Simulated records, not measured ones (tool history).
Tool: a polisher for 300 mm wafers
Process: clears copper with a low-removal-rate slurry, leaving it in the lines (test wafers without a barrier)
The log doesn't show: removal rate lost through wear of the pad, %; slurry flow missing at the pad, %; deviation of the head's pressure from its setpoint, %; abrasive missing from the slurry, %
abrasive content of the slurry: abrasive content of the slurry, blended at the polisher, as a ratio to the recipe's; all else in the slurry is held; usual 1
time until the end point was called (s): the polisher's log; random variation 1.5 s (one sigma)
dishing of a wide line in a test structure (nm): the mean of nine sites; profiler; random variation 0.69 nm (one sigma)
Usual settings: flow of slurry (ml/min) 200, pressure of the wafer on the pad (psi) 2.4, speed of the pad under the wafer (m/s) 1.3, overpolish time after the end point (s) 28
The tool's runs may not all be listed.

| run | hour | flow of slurry (ml/min) | pressure of the wafer on the pad (psi) | speed of the pad under the wafer (m/s) | abrasive content of the slurry | overpolish time after the end point (s) | wafers since the last listed run | wafers polished on this pad | hours since the slurry nozzle was cleaned | hours since the head pressure was calibrated | hours since the slurry blender was calibrated | incoming thickness of the incoming film, nm | time until the end point was called (s) | dishing of a wide line in a test structure (nm) |
|---|---|---|---|---|---|---|---|---|---|---|---|---|---|---|
| 1 | 0 | 200 | 2.4 | 1.58 | 1 | 28 | 0 | 605 | 567.4 | 170.2 | 28.8 | 404.9 | 92.3 | 76.6 |
| 2 | 18.1 | 200 | 2.4 | 1.58 | 1 | 28 | 79 | 685 | 585.5 | 188.3 | 46.9 | 401.9 | 94.9 | 74.4 |
|  | 29.8 | worn pad replaced by a new one |
| 3 | 43.7 | 200 | 2.9 | 1.3 | 1 | 18 | 95 | 61 | 611.1 | 213.9 | 72.5 | 404.3 | 98.4 | 53.6 |
| 4 | 68.3 | 200 | 2.4 | 1.3 | 1 | 28 | 108 | 169 | 635.7 | 238.5 | 97.1 | 403.6 | 114.1 | 66.1 |
| 5 | 82.9 | 200 | 2.4 | 1.3 | 1 | 28 | 64 | 233 | 650.3 | 253.1 | 111.7 | 401.5 | 113.1 | 65.9 |
| 6 | 110.3 | 200 | 2.4 | 1.3 | 1 | 28 | 120 | 354 | 677.7 | 280.5 | 139.1 | 401.7 | 112.3 | 66.6 |
| 7 | 142.2 | 200 | 2.4 | 1.3 | 1 | 28 | 140 | 494 | 709.6 | 312.4 | 171 | 398.6 | 113.7 | 67.4 |
| 8 | 156.3 | 200 | 2.4 | 1.3 | 1 | 28 | 62 | 556 | 723.7 | 326.5 | 185.1 | 395.2 | 112 | 67.7 |
|  | 164 | slurry nozzle cleaned |
| 9 | 172.6 | 200 | 2.4 | 1.3 | 1 | 28 | 67 | 623 | 8.6 | 342.8 | 201.4 | 399.5 | 111.2 | 66.9 |
| 10 | 193.1 | 200 | 2.4 | 1.3 | 0.9 | 28 | 90 | 714 | 29.1 | 363.3 | 221.9 | 394.6 | 111.2 | 66.4 |
|  | 210.8 | worn pad replaced by a new one |
| 11 | 211.3 | 200 | 2.9 | 1.1 | 0.75 | 20 | 62 | 1 | 47.3 | 381.5 | 240.1 | 396.9 | 118.9 | 49.2 |
| 12 | 245.9 | 200 | 2.4 | 1.58 | 1 | 20 | 152 | 154 | 81.9 | 416.1 | 274.7 | 398.9 | 91.9 | 60.8 |
|  | 273.7 | slurry blender recalibrated |
| 13 | 275.5 | 255 | 2.4 | 1.3 | 1 | 36 | 121 | 275 | 111.5 | 445.7 | 1.8 | 392.6 | 105.9 | 81 |
| 14 | 296.1 | 200 | 3.1 | 1.64 | 1 | 28 | 90 | 366 | 132.1 | 466.3 | 22.4 | 401.7 | 70.9 | 93.8 |
| 15 | 323.5 | 165 | 1.9 | 1.3 | 1 | 28 | 120 | 486 | 159.5 | 493.7 | 49.8 | 402 | 139.7 | 55.5 |
| 16 | 354.6 | 200 | 2.4 | 1.3 | 1 | 28 | 136 | 623 | 190.6 | 524.8 | 80.9 | 397.8 | 108.7 | 68.7 |
| 17 | 378.8 | 200 | 3 | 1.3 | 1.25 | 28 | 106 | 730 | 214.8 | 549 | 105.1 | 400.6 | 85.2 | 82 |
|  | 383.6 | worn pad replaced by a new one |
| 18 | 401.7 | 200 | 2.4 | 1.3 | 1 | 16 | 83 | 79 | 237.7 | 571.9 | 128 | 398.1 | 108.5 | 43.8 |
|  | 423.8 | head pressure recalibrated |
| 19 | 424.5 | 200 | 2.8 | 1.3 | 0.8 | 28 | 91 | 171 | 260.5 | 0.7 | 150.8 | 399.2 | 113.4 | 66.5 |
| 20 | 444.4 | 230 | 2.4 | 1.3 | 1 | 28 | 87 | 258 | 280.4 | 20.6 | 170.7 | 405.5 | 117.6 | 63.3 |
| 21 | 477.2 | 200 | 1.8 | 1.3 | 1.15 | 17 | 144 | 402 | 313.2 | 53.4 | 203.5 | 404.9 | 147.2 | 35.2 |
| 22 | 508.5 | 220 | 2 | 1.3 | 1.1 | 14 | 137 | 540 | 344.5 | 84.7 | 234.8 | 397.7 | 133.3 | 32.9 |
| 23 | 542 | 200 | 2.2 | 0.88 | 1 | 28 | 147 | 688 | 378 | 118.2 | 268.3 | 400.8 | 186.6 | 45.1 |
|  | 566.4 | slurry blender recalibrated |
| 24 | 572.9 | 200 | 2.4 | 1.3 | 1.25 | 28 | 127 | 815 | 408.9 | 149.1 | 6.5 | 396.6 | 110.9 | 67.2 |
| 25 | 588.1 | 265 | 3 | 1.08 | 1.2 | 28 | 66 | 882 | 424.1 | 164.3 | 21.7 | 398.2 | 103.7 | 71.4 |
|  | 595.6 | worn pad replaced by a new one |
| 26 | 600.6 | 200 | 2.7 | 1.3 | 1 | 28 | 37 | 21 | 436.6 | 176.8 | 34.2 | 406.4 | 105.2 | 72.2 |
| 27 | 633.2 | 175 | 2.4 | 1.3 | 1 | 28 | 143 | 165 | 469.2 | 209.4 | 66.8 | 398.4 | 115.7 | 65.3 |

The tool's hidden state at each run:
removal rate lost through wear of the pad, %: 0 in every run
slurry flow missing at the pad, %: 0 in every run
abrasive missing from the slurry, %: 0 in every run
H1: deviation of the head's pressure from its setpoint, %
| run | H1 |
|---|---|
| 1 | 8.64 |
| 2 | 9.11 |
| 3 | 9.69 |
| 4 | 10.2 |
| 5 | 10.4 |
| 6 | 10.9 |
| 7 | 11.3 |
| 8 | 11.5 |
| 9 | 11.6 |
| 10 | 11.8 |
| 11 | 12 |
| 12 | 12.2 |
| 13 | 12.4 |
| 14 | 12.5 |
| 15 | 12.7 |
| 16 | 12.8 |
| 17 | 12.9 |
| 18 | 12.9 |
| 19 | -0.282 |
| 20 | 1.06 |
| 21 | 2.97 |
| 22 | 4.49 |
| 23 | 5.84 |
| 24 | 6.88 |
| 25 | 7.33 |
| 26 | 7.67 |
| 27 | 8.45 |
